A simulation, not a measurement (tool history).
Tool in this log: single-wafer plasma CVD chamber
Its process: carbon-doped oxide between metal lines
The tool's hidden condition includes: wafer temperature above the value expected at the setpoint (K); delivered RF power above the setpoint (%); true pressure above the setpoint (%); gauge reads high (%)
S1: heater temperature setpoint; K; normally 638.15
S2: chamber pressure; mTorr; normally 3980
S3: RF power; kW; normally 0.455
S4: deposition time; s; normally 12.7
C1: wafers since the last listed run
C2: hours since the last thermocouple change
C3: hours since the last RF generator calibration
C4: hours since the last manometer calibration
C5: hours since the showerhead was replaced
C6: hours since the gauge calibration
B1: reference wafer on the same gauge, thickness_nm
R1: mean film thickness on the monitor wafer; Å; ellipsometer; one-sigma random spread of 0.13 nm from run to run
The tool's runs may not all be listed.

run	hour	S1	S2	S3	S4	C1	C2	C3	C4	C5	C6	B1	R1
1	0.0	638.15	3980	0.420	11.4	0	1026.0	2239.0	3020.3	4901.4	1535.1	45.487	471.89
2	43.8	638.15	3980	0.455	12.7	1253	1069.8	2282.8	3064.1	4945.2	1578.9	45.494	558.07
3	74.2	638.15	3980	0.455	12.7	870	1100.2	2313.2	3094.5	4975.6	1609.3	45.507	554.67
4	130.9	638.15	3980	0.455	12.7	1623	1156.9	2369.9	3151.2	5032.3	1666.0	45.546	557.19
5	200.3	638.15	3980	0.455	12.7	1986	1226.3	2439.3	3220.6	5101.7	1735.4	45.467	556.62
# hour 250.3: RF generator calibrated
6	250.8	638.15	3980	0.455	12.7	1216	1276.8	0.5	3271.1	5152.2	1785.9	45.507	551.42
7	298.1	638.15	3980	0.455	12.7	1353	1324.1	47.8	3318.4	5199.5	1833.2	45.518	549.34
# hour 311.1: capacitance manometer re-zeroed and calibrated
8	358.9	638.15	3110	0.525	14.8	1511	1384.9	108.6	47.8	5260.3	1894.0	45.487	688.30
9	424.4	651.15	3530	0.390	14.0	1874	1450.4	174.1	113.3	5325.8	1959.5	45.475	518.73
10	453.6	627.15	3980	0.455	10.8	835	1479.6	203.3	142.5	5355.0	1988.7	45.509	481.82
11	489.5	638.15	3980	0.455	14.4	1027	1515.5	239.2	178.4	5390.9	2024.6	45.511	623.51
# hour 501.8: thermocouple changed; heater temperature recalibrated
12	521.6	638.15	3550	0.455	12.7	689	19.8	271.3	210.5	5423.0	2056.7	45.442	543.96
# hour 567.6: showerhead replaced
13	577.3	638.15	3980	0.455	12.7	1365	75.5	327.0	266.2	9.7	2112.4	45.529	551.96
# hour 610.6: RF generator calibrated, repeated, since the last time left the tool worse
14	634.7	638.15	3980	0.455	12.7	1414	132.9	24.1	323.6	67.1	2169.8	45.491	563.57
15	683.9	638.15	3420	0.455	12.7	1408	182.1	73.3	372.8	116.3	2219.0	45.550	557.69
16	746.1	644.15	4590	0.495	12.7	1780	244.3	135.5	435.0	178.5	2281.2	45.528	594.20
17	802.7	651.15	3980	0.455	10.8	1620	300.9	192.1	491.6	235.1	2337.8	45.523	466.40
18	831.8	638.15	3400	0.410	12.7	833	330.0	221.2	520.7	264.2	2366.9	45.516	513.17
19	896.5	653.15	3980	0.380	14.4	1852	394.7	285.9	585.4	328.9	2431.6	45.473	538.46
# hour 906.7: gauge calibrated
20	967.2	646.15	3980	0.455	12.7	2023	465.4	356.6	656.1	399.6	60.5	45.504	553.62
21	1009.6	642.15	4710	0.455	12.7	1213	507.8	399.0	698.5	442.0	102.9	45.511	566.99
22	1062.8	642.15	4710	0.455	12.7	1522	561.0	452.2	751.7	495.2	156.1	45.530	568.46
23	1113.7	628.15	3980	0.395	12.7	1457	611.9	503.1	802.6	546.1	207.0	45.491	521.58
24	1150.4	651.15	3530	0.390	14.0	1050	648.6	539.8	839.3	582.8	243.7	45.468	528.85
25	1200.3	634.15	3980	0.455	10.8	1428	698.5	589.7	889.2	632.7	293.6	45.549	485.07
26	1239.0	638.15	3310	0.455	12.7	1107	737.2	628.4	927.9	671.4	332.3	45.519	555.29
27	1391.4	638.15	3980	0.490	14.3	4362	889.6	780.8	1080.3	823.8	484.7	45.519	664.52
28	1424.5	638.15	4240	0.485	13.7	947	922.7	813.9	1113.4	856.9	517.8	45.475	637.55
29	1468.8	638.15	3980	0.455	12.7	1268	967.0	858.2	1157.7	901.2	562.1	45.507	564.25

Hidden state or all else? Some run-to-run changes of R1, split into what the settings, what came in and random variation would give without the hidden state, and what is left for the hidden state (with any gauge scatter that isn't in both results):
Run 5 -> 6: RF generator calibrated. R1 -5.20 Å: hidden state -6.05, all else +0.85.
Run 8 -> 9: S1 638.15 -> 651.15, S2 3110 -> 3530, S3 0.525 -> 0.390, S4 14.8 -> 14.0. R1 -169.57 Å: hidden state +1.26, all else -170.83.
Run 10 -> 11: S1 627.15 -> 638.15, S4 10.8 -> 14.4. R1 +141.69 Å: hidden state -3.64, all else +145.33.
Run 13 -> 14: RF generator calibrated, repeated, since the last time left the tool worse. R1 +11.61 Å: hidden state +14.15, all else -2.54.
